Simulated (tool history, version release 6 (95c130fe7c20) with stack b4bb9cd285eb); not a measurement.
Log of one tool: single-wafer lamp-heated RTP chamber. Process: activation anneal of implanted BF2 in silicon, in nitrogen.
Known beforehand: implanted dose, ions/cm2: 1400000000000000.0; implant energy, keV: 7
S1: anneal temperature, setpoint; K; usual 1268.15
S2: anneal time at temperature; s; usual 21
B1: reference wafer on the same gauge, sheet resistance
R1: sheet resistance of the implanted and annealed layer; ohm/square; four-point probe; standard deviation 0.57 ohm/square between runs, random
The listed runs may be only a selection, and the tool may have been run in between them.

run	hour	S1	S2	B1	R1
1	0.0	1268.15	21	271.97	224.95
2	16.4	1268.15	21	271.89	224.10
3	30.8	1268.15	21	271.93	221.88
4	41.3	1268.15	21	271.95	221.06
5	50.0	1268.15	21	271.78	219.86
6	61.9	1268.15	25	272.05	206.82
# hour 66.6: gauge calibrated
7	76.9	1257.15	21	271.78	251.24
# hour 97.2: pyrometer window cleaned and pyrometer calibrated
# hour 100.4: reflector plate cleaned
8	100.9	1257.15	21	271.76	264.87
9	101.2	1268.15	21	271.89	232.63
10	109.0	1245.15	16	271.93	323.15
11	124.6	1268.15	21	272.14	232.13
12	137.0	1268.15	26	272.04	216.13
13	150.7	1258.15	21	272.04	260.71
14	167.3	1254.15	21	271.90	273.34
15	184.2	1298.15	29	272.15	149.22
# hour 193.6: gauge calibrated
16	200.5	1257.15	26	272.11	246.81

Each row is a separate what-if for the run after 16, all from the same tool condition, not one after another. Results?
A	200.9	1253.15	21	?	?
B	200.9	1246.15	14	?	?
C	200.9	1258.15	32	?	?
D	200.9	1283.15	9	?	?

run	B1	R1
A	271.91	273.63
B	271.91	323.72
C	271.91	228.01
D	271.91	247.08
What these runs would have given with no unlogged condition in the tool:
run	R1
A	278.16
B	328.39
C	232.28
D	250.66
